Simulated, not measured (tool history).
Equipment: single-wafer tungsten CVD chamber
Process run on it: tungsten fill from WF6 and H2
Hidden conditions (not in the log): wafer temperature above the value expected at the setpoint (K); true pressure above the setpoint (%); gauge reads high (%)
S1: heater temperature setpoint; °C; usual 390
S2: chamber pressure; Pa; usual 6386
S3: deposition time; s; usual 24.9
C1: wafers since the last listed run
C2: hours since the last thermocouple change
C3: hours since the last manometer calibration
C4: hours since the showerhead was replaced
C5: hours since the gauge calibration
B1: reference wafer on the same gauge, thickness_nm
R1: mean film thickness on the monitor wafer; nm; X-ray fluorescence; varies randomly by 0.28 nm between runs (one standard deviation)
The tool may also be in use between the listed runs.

run	day	S1	S2	S3	C1	C2	C3	C4	C5	B1	R1
1	0	390	7333	24.9	0	1539	422.4	6628.9	541.1	72.112	78.291
2	0.979	390	7333	24.9	653	1562.5	445.9	6652.4	564.6	72.074	78.086
3	2.012	390	7333	24.9	689	1587.3	470.7	6677.2	589.4	72.124	78.001
4	3.058	390	6386	24.9	697	1612.4	495.8	6702.3	614.5	72.056	72.269
# day 3.817: gauge calibrated
5	3.979	390	6386	24.9	614	1634.5	517.9	6724.4	3.9	72.08	72.381
6	4.862	390	6386	24.9	589	1655.7	539.1	6745.6	25.1	72.061	72.113
7	5.708	390	6386	24.9	564	1676	559.4	6765.9	45.4	72.107	71.863
8	6.767	390	6386	20.9	705	1701.4	584.8	6791.3	70.8	72.095	60.513
9	8.217	390	6386	20.9	967	1736.2	619.6	6826.1	105.6	72.107	60.576
10	9.529	390	6386	20.9	875	1767.7	651.1	6857.6	137.1	72.065	60.777
11	11.025	390	6386	24.9	997	1803.6	687	6893.5	173	72.076	71.829
12	12.45	390	6386	24.9	950	1837.8	721.2	6927.7	207.2	72.106	71.758
13	13.946	390	6386	24.9	997	1873.7	757.1	6963.6	243.1	72.057	71.497
14	15.042	390	6386	24.9	730	1900	783.4	6989.9	269.4	72.074	71.891
15	16.071	390	6386	24.9	686	1924.7	808.1	7014.6	294.1	72.12	71.654
16	16.683	390	5720	24.9	408	1939.4	822.8	7029.3	308.8	72.138	67.033
17	17.729	390	6386	29.7	697	1964.5	847.9	7054.4	333.9	72.086	85.505
18	19.05	390	7586	24.9	880	1996.2	879.6	7086.1	365.6	72.072	78.726
19	20.342	395	6386	24.9	861	2027.2	910.6	7117.1	396.6	72.094	77.19
20	21.183	390	7319	27.2	561	2047.4	930.8	7137.3	416.8	72.105	84.837
21	22.417	390	6386	20.9	822	2077	960.4	7166.9	446.4	72.101	59.65
22	23.138	390	6386	24.9	480	2094.3	977.7	7184.2	463.7	72.089	71.646
# day 26.842: showerhead replaced
23	26.917	390	7399	24.9	2298	2185	1068.4	1.8	554.4	72.145	77.781
24	28.021	382	6386	21.1	736	2211.5	1094.9	28.3	580.9	72.115	52.424
# day 29.271: thermocouple changed; heater temperature recalibrated
# day 29.396: gauge calibrated
# day 29.725: capacitance manometer re-zeroed and calibrated
25	31.775	390	6386	24.9	2059	60.1	49.2	118.4	57.1	72.066	72.554
26	32.879	380	5066	22.7	736	86.6	75.7	144.9	83.6	72.035	48.198
27	33.917	404	6386	29.5	691	111.5	100.6	169.8	108.5	72.096	107.692
28	35.012	390	6386	21.8	730	137.8	126.9	196.1	134.8	72.104	63.505
29	35.95	390	6386	24.9	625	160.3	149.4	218.6	157.3	72.094	72.658
30	37.167	380	6386	28.7	811	189.5	178.6	247.8	186.5	72.074	70.426

Alternative continuations, all from the tool just after run 30; predict every row:
A	37.183	390	6386	24.9	11	189.9	179	248.2	186.9	?	?
B	37.183	390	4826	21.5	11	189.9	179	248.2	186.9	?	?
C	37.183	401	7026	24.9	11	189.9	179	248.2	186.9	?	?
D	37.183	390	6893	22.9	11	189.9	179	248.2	186.9	?	?
E	37.183	384	7693	29.4	11	189.9	179	248.2	186.9	?	?

run	B1	R1
A	72.031	72.416
B	72.031	52.455
C	72.031	91.781
D	72.031	69.578
E	72.031	85.615
The same runs, with their run-to-run variation unchanged, on a tool lacking any hidden condition would have given:
run	R1
A	72.967
B	52.868
C	92.461
D	70.093
E	86.25

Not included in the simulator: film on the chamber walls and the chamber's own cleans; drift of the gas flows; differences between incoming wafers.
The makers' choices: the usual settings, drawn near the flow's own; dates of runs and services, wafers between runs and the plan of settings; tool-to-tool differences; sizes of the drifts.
